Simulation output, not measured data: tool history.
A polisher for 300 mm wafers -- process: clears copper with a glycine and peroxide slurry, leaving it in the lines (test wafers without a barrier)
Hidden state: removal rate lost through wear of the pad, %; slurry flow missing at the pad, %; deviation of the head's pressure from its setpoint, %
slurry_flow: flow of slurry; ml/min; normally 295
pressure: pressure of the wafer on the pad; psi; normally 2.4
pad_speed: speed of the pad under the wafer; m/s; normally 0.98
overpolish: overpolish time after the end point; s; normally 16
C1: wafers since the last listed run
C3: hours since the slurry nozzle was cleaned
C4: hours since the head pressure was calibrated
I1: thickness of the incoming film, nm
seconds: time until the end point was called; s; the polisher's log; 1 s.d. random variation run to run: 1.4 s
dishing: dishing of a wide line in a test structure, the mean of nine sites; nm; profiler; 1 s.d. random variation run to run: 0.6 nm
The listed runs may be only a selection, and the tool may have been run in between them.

Run 1, day 0.000: usual settings; C1 0; wafers polished on this pad 3581; C3 315.5; C4 62.0; I1 406.9. Result: seconds 95.4 s, dishing 37.7 nm.
Run 2, day 1.492: usual settings; C1 356; wafers polished on this pad 3938; C3 351.3; C4 97.8; I1 411.9. Result: seconds 99.6 s, dishing 37.5 nm.
Run 3, day 3.146: usual settings; C1 395; wafers polished on this pad 4334; C3 391.0; C4 137.5; I1 411.5. Result: seconds 99.6 s, dishing 36.1 nm.
At day 3.475: worn pad replaced by a new one.
At day 5.992: slurry nozzle cleaned.
Run 4, day 7.258: usual settings; C1 933; wafers polished on this pad 895; C3 30.4; C4 236.2; I1 409.8. Result: seconds 84.9 s, dishing 41.5 nm.
Run 5, day 10.238: usual settings; C1 712; wafers polished on this pad 1607; C3 101.9; C4 307.7; I1 407.9. Result: seconds 91.0 s, dishing 39.8 nm.
Run 6, day 11.817: usual settings; C1 377; wafers polished on this pad 1985; C3 139.8; C4 345.6; I1 417.6. Result: seconds 92.1 s, dishing 40.8 nm.
Run 7, day 14.029: usual settings; C1 529; wafers polished on this pad 2514; C3 192.9; C4 398.7; I1 410.0. Result: seconds 92.3 s, dishing 38.8 nm.
Run 8, day 15.046: usual settings; C1 243; wafers polished on this pad 2757; C3 217.3; C4 423.1; I1 413.1. Result: seconds 95.0 s, dishing 40.2 nm.
Run 9, day 16.642: usual settings; C1 381; wafers polished on this pad 3139; C3 255.6; C4 461.4; I1 407.1. Result: seconds 94.5 s, dishing 39.6 nm.
Run 10, day 17.975: usual settings but pad_speed 0.84 m/s; C1 318; wafers polished on this pad 3458; C3 287.6; C4 493.4; I1 415.8. Result: seconds 109.2 s, dishing 34.2 nm.
At day 19.812: worn pad replaced by a new one.
Run 11, day 20.925: usual settings but pressure 2.6 psi; C1 665; wafers polished on this pad 265; C3 358.4; C4 564.2; I1 414.8. Result: seconds 86.5 s, dishing 42.1 nm.
At day 22.804: slurry nozzle cleaned.
At day 23.279: head pressure recalibrated.
Run 12, day 23.500: usual settings but pressure 2.6 psi; C1 585; wafers polished on this pad 851; C3 16.7; C4 5.3; I1 414.1. Result: seconds 84.6 s, dishing 42.1 nm.
Run 13, day 26.333: usual settings but pad_speed 1.08 m/s; C1 677; wafers polished on this pad 1529; C3 84.7; C4 73.3; I1 411.4. Result: seconds 83.8 s, dishing 43.1 nm.
Run 14, day 29.292: usual settings; C1 707; wafers polished on this pad 2236; C3 155.7; C4 144.3; I1 409.1. Result: seconds 93.7 s, dishing 39.7 nm.
Run 15, day 30.533: usual settings but pressure 2.9 psi; C1 296; wafers polished on this pad 2533; C3 185.5; C4 174.1; I1 411.5. Result: seconds 83.0 s, dishing 43.2 nm.
Run 16, day 32.146: usual settings but slurry_flow 360 ml/min, pressure 1.9 psi, overpolish 13 s; C1 385; wafers polished on this pad 2919; C3 224.2; C4 212.8; I1 411.0. Result: seconds 102.9 s, dishing 30.0 nm.
At day 33.812: worn pad replaced by a new one.
Run 17, day 33.833: usual settings but slurry_flow 255 ml/min, pad_speed 0.82 m/s; C1 363; wafers polished on this pad 5; C3 264.7; C4 253.3; I1 405.2. Result: seconds 102.8 s, dishing 37.4 nm.
Run 18, day 35.138: usual settings but slurry_flow 320 ml/min, pad_speed 1.16 m/s, overpolish 8 s; C1 311; wafers polished on this pad 317; C3 296.0; C4 284.6; I1 412.0. Result: seconds 74.3 s, dishing 26.2 nm.
Run 19, day 38.900: usual settings but slurry_flow 245 ml/min; C1 899; wafers polished on this pad 1216; C3 386.3; C4 374.9; I1 409.7. Result: seconds 87.4 s, dishing 41.2 nm.
At day 39.125: slurry nozzle cleaned.
Run 20, day 41.350: usual settings but slurry_flow 335 ml/min, pad_speed 1.20 m/s, overpolish 21 s; C1 575; wafers polished on this pad 1792; C3 53.4; C4 433.7; I1 412.6. Result: seconds 75.4 s, dishing 56.6 nm.
Run 21, day 42.938: usual settings but pressure 1.7 psi, overpolish 20 s; C1 379; wafers polished on this pad 2172; C3 91.5; C4 471.8; I1 410.2. Result: seconds 101.8 s, dishing 43.6 nm.
Run 22, day 44.279: usual settings but slurry_flow 190 ml/min, overpolish 9 s; C1 320; wafers polished on this pad 2493; C3 123.7; C4 504.0; I1 414.3. Result: seconds 97.1 s, dishing 23.4 nm.
Run 23, day 47.067: usual settings but slurry_flow 255 ml/min, pressure 1.7 psi, pad_speed 0.74 m/s, overpolish 26 s; C1 666; wafers polished on this pad 3160; C3 190.6; C4 570.9; I1 412.8. Result: seconds 133.3 s, dishing 42.5 nm.
At day 48.783: head pressure recalibrated.
Run 24, day 49.329: usual settings; C1 521; wafers polished on this pad 3681; C3 244.9; C4 13.1; I1 411.0. Result: seconds 98.6 s, dishing 37.5 nm.
Run 25, day 50.404: usual settings; C1 257; wafers polished on this pad 3938; C3 270.7; C4 38.9; I1 407.7. Result: seconds 96.6 s, dishing 37.4 nm.
At day 51.333: worn pad replaced by a new one.
Run 26, day 52.638: usual settings but slurry_flow 370 ml/min, overpolish 12 s; C1 494; wafers polished on this pad 312; C3 324.3; C4 92.5; I1 417.9. Result: seconds 84.1 s, dishing 33.7 nm.
Run 27, day 54.021: usual settings but pressure 1.8 psi, pad_speed 1.10 m/s; C1 330; wafers polished on this pad 642; C3 357.5; C4 125.7; I1 410.3. Result: seconds 88.4 s, dishing 41.1 nm.
Run 28, day 56.008: usual settings; C1 475; wafers polished on this pad 1118; C3 405.2; C4 173.4; I1 403.6. Result: seconds 84.8 s, dishing 42.0 nm.
Run 29, day 58.633: usual settings but pad_speed 0.80 m/s; C1 627; wafers polished on this pad 1746; C3 468.2; C4 236.4; I1 410.2. Result: seconds 103.2 s, dishing 36.0 nm.
At day 59.392: slurry nozzle cleaned.
Run 30, day 60.646: usual settings but slurry_flow 330 ml/min; C1 471; wafers polished on this pad 2217; C3 30.1; C4 284.7; I1 405.0. Result: seconds 86.0 s, dishing 40.3 nm.
Run 31, day 62.088: usual settings but slurry_flow 240 ml/min, pressure 2.7 psi; C1 344; wafers polished on this pad 2562; C3 64.7; C4 319.3; I1 411.2. Result: seconds 88.6 s, dishing 40.8 nm.
Run 32, day 64.004: usual settings but pad_speed 0.70 m/s; C1 458; wafers polished on this pad 3020; C3 110.7; C4 365.3; I1 409.9. Result: seconds 115.8 s, dishing 32.0 nm.
At day 65.571: worn pad replaced by a new one.
Run 33, day 65.588: usual settings but pressure 2.0 psi, pad_speed 0.86 m/s, overpolish 20 s; C1 338; wafers polished on this pad 3; C3 148.7; C4 403.3; I1 408.6. Result: seconds 102.8 s, dishing 43.6 nm.

Run-by-run hidden state of the tool:
slurry flow missing at the pad, %: 0 in every run
deviation of the head's pressure from its setpoint, %: 0 in every run
H1: removal rate lost through wear of the pad, %
run     H1
  1   10.8
  2   12.9
  3   15.4
  4   2.57
  5   3.97
  6   5.03
  7   6.89
  8   7.89
  9   9.65
 10   11.3
 11   2.74
 12   3.29
 13   4.58
 14   6.68
 15    7.8
 16   9.45
 17  0.928
 18   1.01
 19   2.08
 20   3.46
 21   4.63
 22    5.8
 23   8.74
 24   11.6
 25   13.2
 26  0.667
 27  0.913
 28   1.56
 29   2.96
 30   4.45
 31   5.74
 32   7.73
 33  0.484
